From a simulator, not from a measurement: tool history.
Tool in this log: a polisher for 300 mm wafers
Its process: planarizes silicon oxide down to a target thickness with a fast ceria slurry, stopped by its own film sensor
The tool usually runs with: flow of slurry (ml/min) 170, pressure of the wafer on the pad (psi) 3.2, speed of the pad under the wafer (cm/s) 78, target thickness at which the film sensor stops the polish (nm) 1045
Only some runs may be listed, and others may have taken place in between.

run   hour  flow of slurry (ml/min)  pressure of the wafer on the pad (psi)  speed of the pad under the wafer (cm/s)  target thickness at which the film sensor stops the polish (nm)  wafers since the last listed run  wafers polished on this pad  hours since the slurry nozzle was cleaned  hours since the head pressure was calibrated  incoming thickness of the incoming film, nm  time until the film sensor stopped the polish (s)
  1    0.0                      170                                     3.2                                       78                                                             1045                                 0                          320                                      335.4                                          86.2                                       1907.8                                               60.7
  2   33.6                      170                                     3.2                                       78                                                             1045                               215                          536                                      369.0                                         119.8                                       1878.1                                               58.9
  3   50.6                      170                                     2.5                                       78                                                             1045                               109                          645                                      386.0                                         136.8                                       1908.9                                               73.0
  4   62.9                      125                                     3.2                                       78                                                             1045                                79                          724                                      398.3                                         149.1                                       1886.2                                               64.4
  5   82.9                      170                                     3.2                                       78                                                             1045                               128                          852                                      418.3                                         169.1                                       1907.2                                               64.2
  6  108.5                      170                                     3.2                                       78                                                             1045                               164                         1017                                      443.9                                         194.7                                       1888.4                                               62.4
     122.4  -- slurry nozzle cleaned
     135.6  -- worn pad replaced by a new one
  7  136.1                      170                                     3.2                                       78                                                             1045                               145                            3                                       13.7                                         222.3                                       1913.2                                               60.0
  8  162.0                      155                                     3.2                                       78                                                              903                               166                          169                                       39.6                                         248.2                                       1908.2                                               70.5
  9  183.1                      155                                     3.2                                       78                                                              903                               135                          305                                       60.7                                         269.3                                       1912.5                                               71.3
 10  213.9                      190                                     3.2                                       58                                                             1045                               197                          503                                       91.5                                         300.1                                       1892.9                                               80.6
 11  247.2                      170                                     3.2                                       78                                                             1227                               214                          717                                      124.8                                         333.4                                       1883.9                                               46.3
 12  281.3                      170                                     3.2                                       78                                                             1227                               219                          936                                      158.9                                         367.5                                       1862.2                                               46.0
 13  309.7                      170                                     3.2                                       78                                                             1045                               182                         1118                                      187.3                                         395.9                                       1930.5                                               64.7
 14  326.0                      170                                     3.2                                       78                                                             1045                               104                         1223                                      203.6                                         412.2                                       1867.7                                               61.0
     331.5  -- worn pad replaced by a new one
 15  356.0                      170                                     3.2                                       78                                                             1045                               167                          157                                      233.6                                         442.2                                       1888.8                                               58.3
 16  379.4                      170                                     3.2                                       66                                                             1216                               150                          307                                      257.0                                         465.6                                       1860.2                                               53.2
 17  406.6                      170                                     3.2                                       78                                                             1045                               174                          482                                      284.2                                         492.8                                       1869.2                                               58.3
 18  423.9                      170                                     3.2                                       78                                                             1045                               111                          593                                      301.5                                         510.1                                       1885.5                                               58.6
 19  451.2                      170                                     3.2                                       78                                                             1045                               175                          769                                      328.8                                         537.4                                       1890.0                                               61.4
     467.2  -- head pressure recalibrated
 20  478.5                      170                                     3.5                                       78                                                             1269                               162                          931                                      356.1                                          11.3                                       1894.0                                               46.1
 21  499.9                      230                                     2.6                                       78                                                             1251                               137                         1069                                      377.5                                          32.7                                       1901.7                                               54.8
     512.3  -- worn pad replaced by a new one
 22  530.5                      120                                     3.2                                      104                                                             1045                               170                          117                                      408.1                                          63.3                                       1860.4                                               44.2
     538.6  -- slurry nozzle cleaned
 23  564.9                      170                                     3.2                                       54                                                              782                               214                          331                                       26.3                                          97.7                                       1874.3                                              113.3
 24  584.7                      170                                     3.2                                       78                                                             1045                               127                          459                                       46.1                                         117.5                                       1905.3                                               61.2
 25  621.0                      205                                     3.2                                       78                                                             1045                               233                          692                                       82.4                                         153.8                                       1876.0                                               57.9
 26  654.0                      125                                     2.9                                       78                                                             1045                               212                          904                                      115.4                                         186.8                                       1908.3                                               71.6
     697.5  -- worn pad replaced by a new one
 27  749.3                      170                                     2.9                                       52                                                             1045                               586                          332                                      210.7                                         282.1                                       1885.5                                               92.3
 28  762.8                      120                                     2.8                                      102                                                              958                                86                          419                                      224.2                                         295.6                                       1871.7                                               54.4
 29  783.0                      130                                     2.3                                      104                                                             1260                               129                          549                                      244.4                                         315.8                                       1898.9                                               42.1
 30  815.6                      230                                     2.5                                       78                                                             1045                               209                          758                                      277.0                                         348.4                                       1898.6                                               68.7
 31  842.5                      170                                     2.3                                       78                                                             1045                               172                          931                                      303.9                                         375.3                                       1888.5                                               75.4
 32  878.4                      135                                     3.8                                       78                                                             1298                               230                         1162                                      339.8                                         411.2                                       1902.6                                               40.4
     891.8  -- worn pad replaced by a new one
 33  909.3                      220                                     4.2                                       68                                                              780                               172                          112                                      370.7                                         442.1                                       1860.7                                               66.2
     927.3  -- slurry nozzle cleaned
 34  943.9                      125                                     2.9                                       78                                                             1045                               215                          328                                       16.6                                         476.7                                       1893.9                                               63.7

Hidden condition of the tool, last listed run before each entry between runs versus first listed run after:
Logged between run 6 and run 7: slurry nozzle cleaned (hour 122.4); worn pad replaced by a new one (hour 135.6)
  removal rate lost through wear of the pad, %: 9.91 -> 1.05; deviation of the head's pressure from its setpoint, %: 1.9 -> 2.41
  measured less the result without the state, time until the film sensor stopped the polish (s): +5.5 -> -0.3
Logged between run 14 and run 15: worn pad replaced by a new one (hour 331.5)
  removal rate lost through wear of the pad, %: 11.7 -> 3.07; deviation of the head's pressure from its setpoint, %: 5.94 -> 6.5
  measured less the result without the state, time until the film sensor stopped the polish (s): +5.0 -> -0.6
Logged between run 19 and run 20: head pressure recalibrated (hour 467.2)
  removal rate lost through wear of the pad, %: 8.41 -> 9.94; deviation of the head's pressure from its setpoint, %: 8.27 -> -0.601
  measured less the result without the state, time until the film sensor stopped the polish (s): +2.2 -> +4.8
Logged between run 21 and run 22: worn pad replaced by a new one (hour 512.3)
  removal rate lost through wear of the pad, %: 11.1 -> 1.8; deviation of the head's pressure from its setpoint, %: -0.202 -> 0.367
  measured less the result without the state, time until the film sensor stopped the polish (s): +6.2 -> +0.7
Logged between run 22 and run 23: slurry nozzle cleaned (hour 538.6)
  removal rate lost through wear of the pad, %: 1.8 -> 3.73; deviation of the head's pressure from its setpoint, %: 0.367 -> 1.01
  measured less the result without the state, time until the film sensor stopped the polish (s): +0.7 -> +3.5
Logged between run 26 and run 27: worn pad replaced by a new one (hour 697.5)
  removal rate lost through wear of the pad, %: 8.73 -> 4.28; deviation of the head's pressure from its setpoint, %: 2.66 -> 4.44
  measured less the result without the state, time until the film sensor stopped the polish (s): +5.2 -> +1.4
Logged between run 32 and run 33: worn pad replaced by a new one (hour 891.8)
  removal rate lost through wear of the pad, %: 11.5 -> 2.05; deviation of the head's pressure from its setpoint, %: 6.84 -> 7.41
  measured less the result without the state, time until the film sensor stopped the polish (s): +3.0 -> -1.7
Logged between run 33 and run 34: slurry nozzle cleaned (hour 927.3)
  removal rate lost through wear of the pad, %: 2.05 -> 3.99; deviation of the head's pressure from its setpoint, %: 7.41 -> 8.06
  measured less the result without the state, time until the film sensor stopped the polish (s): -1.7 -> -0.6
